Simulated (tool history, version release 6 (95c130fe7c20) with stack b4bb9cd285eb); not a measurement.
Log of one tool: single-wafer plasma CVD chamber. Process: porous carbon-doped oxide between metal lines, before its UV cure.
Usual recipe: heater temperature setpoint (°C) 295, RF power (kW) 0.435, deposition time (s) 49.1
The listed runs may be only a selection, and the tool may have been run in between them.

run	day	heater temperature setpoint (°C)	RF power (kW)	deposition time (s)	wafers since the last listed run	hours since the last thermocouple change	hours since the last RF generator calibration	hours since the showerhead was replaced	hours since the gauge calibration	read-back reference wafer on the same gauge, thickness_nm	mean film thickness on the monitor wafer (angstrom)
1	0.000	289	0.435	49.1	0	967.3	1291.1	7155.5	334.5	235.602	2409.62
2	2.658	289	0.435	49.1	1650	1031.1	1354.9	7219.3	398.3	235.411	2412.84
3	3.788	295	0.435	49.1	701	1058.2	1382.0	7246.4	425.4	235.580	2314.67
4	9.579	295	0.435	56.3	3596	1197.2	1521.0	7385.4	564.4	235.157	2629.03
5	12.421	295	0.435	45.0	1764	1265.4	1589.2	7453.6	632.6	234.931	2117.65
6	15.179	295	0.435	49.1	1712	1331.6	1655.4	7519.8	698.8	235.060	2303.34
7	18.092	295	0.435	49.1	1808	1401.5	1725.3	7589.7	768.7	234.652	2297.18
8	20.612	295	0.435	49.1	1565	1462.0	1785.8	7650.2	829.2	234.694	2304.83
9	22.292	295	0.435	49.1	1042	1502.3	1826.1	7690.5	869.5	234.564	2303.00
10	27.792	295	0.435	49.1	3415	1634.3	1958.1	7822.5	1001.5	234.602	2314.93
11	30.150	295	0.435	49.1	1464	1690.9	2014.7	7879.1	1058.1	234.724	2299.53
# day 32.325: RF generator calibrated
12	32.975	295	0.435	49.1	1547	1758.7	15.6	7946.9	1125.9	234.455	2300.92
# day 33.700: gauge calibrated
13	35.179	295	0.435	49.1	1368	1811.6	68.5	7999.8	35.5	236.709	2323.14
14	36.250	295	0.435	49.1	664	1837.3	94.2	8025.5	61.2	236.665	2326.57
# day 40.900: showerhead replaced
15	44.288	295	0.370	49.1	4783	2030.2	287.1	81.3	254.1	235.604	2059.15
16	46.588	301	0.375	40.2	1428	2085.4	342.3	136.5	309.3	235.625	1650.43
17	47.612	295	0.410	54.8	636	2110.0	366.9	161.1	333.9	235.396	2479.94
18	50.371	295	0.365	43.8	1712	2176.2	433.1	227.3	400.1	235.331	1829.26
# day 50.988: thermocouple changed; heater temperature recalibrated
19	51.796	295	0.435	49.1	677	19.4	467.3	261.5	434.3	235.194	2312.57
20	54.246	295	0.435	49.1	1521	78.2	526.1	320.3	493.1	234.866	2311.62
21	55.658	295	0.365	49.1	877	112.1	560.0	354.2	527.0	235.184	2046.60
22	56.721	295	0.435	49.1	659	137.6	585.5	379.7	552.5	234.774	2312.05
23	58.225	295	0.385	49.1	933	173.7	621.6	415.8	588.6	234.824	2112.11
24	60.071	295	0.435	49.1	1146	218.0	665.9	460.1	632.9	234.843	2314.46
25	61.883	283	0.435	52.7	1125	261.5	709.4	503.6	676.4	234.640	2689.43
26	64.850	308	0.380	39.6	1842	332.7	780.6	574.8	747.6	234.728	1565.33
27	66.542	282	0.365	56.8	1050	373.3	821.2	615.4	788.2	234.468	2580.92
28	69.333	295	0.355	49.1	1733	440.3	888.2	682.4	855.2	234.741	1999.42
29	71.525	295	0.435	49.1	1360	492.9	940.8	735.0	907.8	234.615	2303.66
30	73.996	288	0.520	49.1	1534	552.2	1000.1	794.3	967.1	234.645	2705.54
31	75.875	295	0.435	49.1	1166	597.3	1045.2	839.4	1012.2	234.429	2297.61
32	77.967	295	0.490	49.1	1298	647.5	1095.4	889.6	1062.4	234.414	2495.90
33	79.871	295	0.400	39.8	1182	693.2	1141.1	935.3	1108.1	234.569	1773.30

5 ways to go on from here, each from the tool as it stands after run 33. What would each give?
A	79.888	308	0.435	49.1	10	693.6	1141.5	935.7	1108.5	?	?
B	79.888	309	0.510	58.6	10	693.6	1141.5	935.7	1108.5	?	?
C	79.888	295	0.435	44.6	10	693.6	1141.5	935.7	1108.5	?	?
D	79.888	295	0.485	49.1	10	693.6	1141.5	935.7	1108.5	?	?
E	79.888	302	0.510	41.6	10	693.6	1141.5	935.7	1108.5	?	?

run	read-back reference wafer on the same gauge, thickness_nm	mean film thickness on the monitor wafer (angstrom)
A	234.372	2118.26
B	234.372	2773.83
C	234.372	2095.76
D	234.372	2472.33
E	234.372	2071.81
The same runs, with their run-to-run variation unchanged, on a tool lacking any hidden condition would have given:
run	mean film thickness on the monitor wafer (angstrom)
A	2141.73
B	2804.56
C	2118.98
D	2499.73
E	2094.76

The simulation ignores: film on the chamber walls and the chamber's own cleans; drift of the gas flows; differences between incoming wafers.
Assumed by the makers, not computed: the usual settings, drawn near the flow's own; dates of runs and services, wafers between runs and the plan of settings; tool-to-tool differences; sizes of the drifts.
